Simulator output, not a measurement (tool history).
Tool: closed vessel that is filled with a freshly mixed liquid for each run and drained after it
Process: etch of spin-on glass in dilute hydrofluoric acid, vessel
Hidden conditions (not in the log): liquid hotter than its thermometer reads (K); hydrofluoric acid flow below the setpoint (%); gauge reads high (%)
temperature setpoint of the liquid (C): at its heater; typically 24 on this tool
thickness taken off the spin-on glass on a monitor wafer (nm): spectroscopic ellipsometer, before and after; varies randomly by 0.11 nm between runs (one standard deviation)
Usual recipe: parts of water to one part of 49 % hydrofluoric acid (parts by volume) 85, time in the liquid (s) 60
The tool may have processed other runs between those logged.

| run | day | temperature setpoint of the liquid (C) | parts of water to one part of 49 % hydrofluoric acid (parts by volume) | time in the liquid (s) | wafers since the last listed run | hours since the thermometer was replaced | hours since the hydrofluoric acid flow meter was replaced | hours since the gauge calibration | read-back film thickness of the spin-on glass reference wafer, read on the same gauge (nm) | thickness taken off the spin-on glass on a monitor wafer (nm) |
|---|---|---|---|---|---|---|---|---|---|---|
| 1 | 0 | 24 | 105 | 60 | 0 | 1698.8 | 416.4 | 510.7 | 90.03 | 22.8 |
| 2 | 0.846 | 24 | 105 | 60 | 2678 | 1719.1 | 436.7 | 531 | 90 | 22.81 |
| 3 | 2.038 | 24 | 85 | 60 | 3773 | 1747.7 | 465.3 | 559.6 | 89.98 | 28.85 |
|  | 3.492 | hydrofluoric acid flow meter replaced |
| 4 | 3.512 | 24 | 85 | 60 | 4538 | 1783.1 | 0.5 | 595 | 90.01 | 28.76 |
| 5 | 4.429 | 24 | 85 | 60 | 2902 | 1805.1 | 22.5 | 617 | 90.01 | 28.83 |
| 6 | 5.196 | 24 | 85 | 60 | 2427 | 1823.5 | 40.9 | 635.4 | 90.03 | 28.86 |
| 7 | 6.075 | 24 | 85 | 60 | 2783 | 1844.6 | 62 | 656.5 | 89.98 | 28.9 |
| 8 | 7.2 | 24 | 85 | 50 | 3562 | 1871.6 | 89 | 683.5 | 90 | 23.99 |
| 9 | 8.625 | 24 | 85 | 50 | 4512 | 1905.8 | 123.2 | 717.7 | 89.98 | 24.14 |
| 10 | 9.633 | 24 | 85 | 50 | 3192 | 1930 | 147.4 | 741.9 | 89.99 | 24.27 |
| 11 | 10.746 | 24 | 85 | 60 | 3522 | 1956.7 | 174.1 | 768.6 | 90 | 28.95 |
| 12 | 11.862 | 20 | 100 | 95 | 3536 | 1983.5 | 200.9 | 795.4 | 90 | 32.69 |
| 13 | 12.733 | 24 | 85 | 60 | 2757 | 2004.4 | 221.8 | 816.3 | 90.03 | 29.13 |
| 14 | 13.721 | 21 | 105 | 40 | 3127 | 2028.1 | 245.5 | 840 | 89.99 | 13.62 |
| 15 | 15.175 | 24 | 85 | 60 | 4604 | 2063 | 280.4 | 874.9 | 90 | 29.04 |
| 16 | 16.025 | 24 | 110 | 60 | 2691 | 2083.4 | 300.8 | 895.3 | 90 | 21.82 |
| 17 | 17.042 | 24 | 85 | 45 | 3219 | 2107.8 | 325.2 | 919.7 | 90.01 | 21.78 |
| 18 | 17.65 | 24 | 100 | 60 | 1926 | 2122.4 | 339.8 | 934.3 | 89.97 | 24.24 |
| 19 | 18.183 | 25.5 | 85 | 40 | 1688 | 2135.2 | 352.6 | 947.1 | 90.01 | 20.6 |
| 20 | 19.329 | 22 | 50 | 60 | 3628 | 2162.7 | 380.1 | 974.6 | 90 | 47.57 |
| 21 | 20.225 | 24 | 85 | 60 | 2836 | 2184.2 | 401.6 | 996.1 | 90 | 29.17 |
|  | 20.758 | gauge calibrated |
| 22 | 21.242 | 22.5 | 105 | 80 | 3219 | 2208.6 | 426 | 11.6 | 90.01 | 28.98 |
| 23 | 22.033 | 28 | 60 | 30 | 2506 | 2227.6 | 445 | 30.6 | 90.01 | 24.96 |
| 24 | 23.354 | 24 | 85 | 60 | 4182 | 2259.3 | 476.7 | 62.3 | 90 | 29.25 |
|  | 23.954 | thermometer replaced |
| 25 | 24.829 | 24 | 70 | 60 | 4538 | 21 | 512.1 | 97.7 | 89.98 | 34.5 |
| 26 | 25.992 | 24 | 85 | 60 | 3681 | 48.9 | 540 | 125.6 | 89.98 | 28.04 |
|  | 26.771 | hydrofluoric acid flow meter replaced |
| 27 | 27.342 | 26.5 | 100 | 35 | 4142 | 81.3 | 13.7 | 158 | 89.97 | 15 |
| 28 | 28.275 | 24 | 55 | 85 | 2955 | 103.7 | 36.1 | 180.4 | 90.01 | 63.81 |
| 29 | 29.446 | 21 | 85 | 30 | 3707 | 131.8 | 64.2 | 208.5 | 89.99 | 12.5 |
| 30 | 30.4 | 24 | 65 | 75 | 3021 | 154.7 | 87.1 | 231.4 | 90 | 46.83 |
| 31 | 31.138 | 26.5 | 50 | 40 | 2335 | 172.4 | 104.8 | 249.1 | 89.99 | 36.87 |
| 32 | 32.388 | 28 | 95 | 75 | 3958 | 202.4 | 134.8 | 279.1 | 89.98 | 36.28 |
| 33 | 33.392 | 27.5 | 115 | 90 | 3179 | 226.5 | 158.9 | 303.2 | 90 | 34.37 |
| 34 | 34.892 | 28 | 105 | 70 | 4749 | 262.5 | 194.9 | 339.2 | 89.99 | 30.2 |
| 35 | 36.288 | 24 | 85 | 60 | 4420 | 296 | 228.4 | 372.7 | 90.02 | 28.1 |

Selected run-to-run steps in thickness taken off the spin-on glass on a monitor wafer (nm), each split into two signed amounts: the part the tool would show with no hidden state at all (from settings, incoming material and random variation), and the remainder, which goes to the hidden state together with any gauge scatter not common to the measured and the hidden-state-free results:
Run 19 -> 20: temperature setpoint of the liquid (C) 25.5 -> 22, parts of water to one part of 49 % hydrofluoric acid (parts by volume) 85 -> 50, time in the liquid (s) 40 -> 60. thickness taken off the spin-on glass on a monitor wafer (nm) +26.97: hidden state +1.48, all else +25.49.
Run 20 -> 21: temperature setpoint of the liquid (C) 22 -> 24, parts of water to one part of 49 % hydrofluoric acid (parts by volume) 50 -> 85. thickness taken off the spin-on glass on a monitor wafer (nm) -18.4: hidden state -1.01, all else -17.39.
Run 24 -> 25: parts of water to one part of 49 % hydrofluoric acid (parts by volume) 85 -> 70, thermometer replaced. thickness taken off the spin-on glass on a monitor wafer (nm) +5.25: hidden state -1.2, all else +6.45.
Run 27 -> 28: temperature setpoint of the liquid (C) 26.5 -> 24, parts of water to one part of 49 % hydrofluoric acid (parts by volume) 100 -> 55, time in the liquid (s) 35 -> 85. thickness taken off the spin-on glass on a monitor wafer (nm) +48.81: hidden state +0.55, all else +48.26.
Run 28 -> 29: temperature setpoint of the liquid (C) 24 -> 21, parts of water to one part of 49 % hydrofluoric acid (parts by volume) 55 -> 85, time in the liquid (s) 85 -> 30. thickness taken off the spin-on glass on a monitor wafer (nm) -51.31: hidden state -0.55, all else -50.76.
Run 29 -> 30: temperature setpoint of the liquid (C) 21 -> 24, parts of water to one part of 49 % hydrofluoric acid (parts by volume) 85 -> 65, time in the liquid (s) 30 -> 75. thickness taken off the spin-on glass on a monitor wafer (nm) +34.33: hidden state +0.41, all else +33.92.
